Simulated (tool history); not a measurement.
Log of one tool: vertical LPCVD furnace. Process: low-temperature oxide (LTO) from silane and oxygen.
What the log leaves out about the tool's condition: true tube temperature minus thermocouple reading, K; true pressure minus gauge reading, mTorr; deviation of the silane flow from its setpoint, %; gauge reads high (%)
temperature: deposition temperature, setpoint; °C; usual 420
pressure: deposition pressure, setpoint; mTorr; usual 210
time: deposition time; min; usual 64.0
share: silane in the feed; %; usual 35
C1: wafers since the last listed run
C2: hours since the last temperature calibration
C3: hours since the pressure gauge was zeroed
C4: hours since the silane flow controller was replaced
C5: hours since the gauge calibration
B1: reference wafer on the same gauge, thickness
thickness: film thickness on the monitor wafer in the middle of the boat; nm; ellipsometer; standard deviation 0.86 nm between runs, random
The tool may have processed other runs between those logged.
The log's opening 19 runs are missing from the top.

{"run": 20, "hour": 342.1, "temperature": 420, "pressure": 210, "time": 64.0, "share": 35, "C1": 83, "C2": 5.9, "C3": 350.5, "C4": 11.1, "C5": 246.7, "B1": 602.19, "thickness": 572.55}
{"run": 21, "hour": 347.9, "temperature": 412, "pressure": 210, "time": 44.0, "share": 35, "C1": 89, "C2": 11.7, "C3": 356.3, "C4": 16.9, "C5": 252.5, "B1": 602.19, "thickness": 362.55}
{"run": 22, "hour": 357.1, "temperature": 412, "pressure": 210, "time": 64.0, "share": 35, "C1": 141, "C2": 20.9, "C3": 365.5, "C4": 26.1, "C5": 261.7, "B1": 601.85, "thickness": 527.33}
{"run": 23, "hour": 367.8, "temperature": 420, "pressure": 260, "time": 71.5, "share": 35, "C1": 164, "C2": 31.6, "C3": 376.2, "C4": 36.8, "C5": 272.4, "B1": 602.4, "thickness": 795.04}
{"run": 24, "hour": 378.9, "temperature": 420, "pressure": 170, "time": 64.0, "share": 35, "C1": 170, "C2": 42.7, "C3": 387.3, "C4": 47.9, "C5": 283.5, "B1": 602.02, "thickness": 466.13}
{"run": 25, "hour": 395.3, "temperature": 414, "pressure": 165, "time": 64.0, "share": 30, "C1": 252, "C2": 59.1, "C3": 403.7, "C4": 64.3, "C5": 299.9, "B1": 601.92, "thickness": 344.08}
{"run": 26, "hour": 413.2, "temperature": 420, "pressure": 255, "time": 64.0, "share": 35, "C1": 275, "C2": 77.0, "C3": 421.6, "C4": 82.2, "C5": 317.8, "B1": 601.64, "thickness": 698.34}
{"run": 27, "hour": 426.1, "temperature": 432, "pressure": 185, "time": 79.5, "share": 41, "C1": 198, "C2": 89.9, "C3": 434.5, "C4": 95.1, "C5": 330.7, "B1": 601.7, "thickness": 852.51}
{"run": 28, "hour": 446.2, "temperature": 420, "pressure": 210, "time": 89.0, "share": 38, "C1": 309, "C2": 110.0, "C3": 454.6, "C4": 115.2, "C5": 350.8, "B1": 602.4, "thickness": 882.4}
{"run": 29, "hour": 457.0, "temperature": 424, "pressure": 260, "time": 78.5, "share": 35, "C1": 166, "C2": 120.8, "C3": 465.4, "C4": 126.0, "C5": 361.6, "B1": 602.02, "thickness": 910.24}
{"run": 30, "hour": 474.9, "temperature": 420, "pressure": 210, "time": 64.0, "share": 35, "C1": 275, "C2": 138.7, "C3": 483.3, "C4": 143.9, "C5": 379.5, "B1": 602.03, "thickness": 574.73}
{"run": 31, "hour": 491.6, "temperature": 420, "pressure": 210, "time": 55.5, "share": 35, "C1": 256, "C2": 155.4, "C3": 500.0, "C4": 160.6, "C5": 396.2, "B1": 601.83, "thickness": 499.44}
{"run": 32, "hour": 510.3, "temperature": 420, "pressure": 210, "time": 64.0, "share": 35, "C1": 287, "C2": 174.1, "C3": 518.7, "C4": 179.3, "C5": 414.9, "B1": 602.29, "thickness": 575.86}

3 ways to go on from here, each from the tool as it stands after run 32. What would each give?
{"run": "A", "hour": 515.8, "temperature": 420, "pressure": 210, "time": 64.0, "share": 35, "C1": 84, "C2": 179.6, "C3": 524.2, "C4": 184.8, "C5": 420.4, "B1": "?", "thickness": "?"}
{"run": "B", "hour": 515.8, "temperature": 431, "pressure": 210, "time": 75.0, "share": 35, "C1": 84, "C2": 179.6, "C3": 524.2, "C4": 184.8, "C5": 420.4, "B1": "?", "thickness": "?"}
{"run": "C", "hour": 515.8, "temperature": 420, "pressure": 230, "time": 83.5, "share": 31, "C1": 84, "C2": 179.6, "C3": 524.2, "C4": 184.8, "C5": 420.4, "B1": "?", "thickness": "?"}

run=A B1=601.80 thickness=574.28
run=B B1=601.80 thickness=754.37
run=C B1=601.80 thickness=698.68
Had the tool no hidden state, the same runs would have come out as:
run=A thickness=566.02
run=B thickness=743.68
run=C thickness=688.10
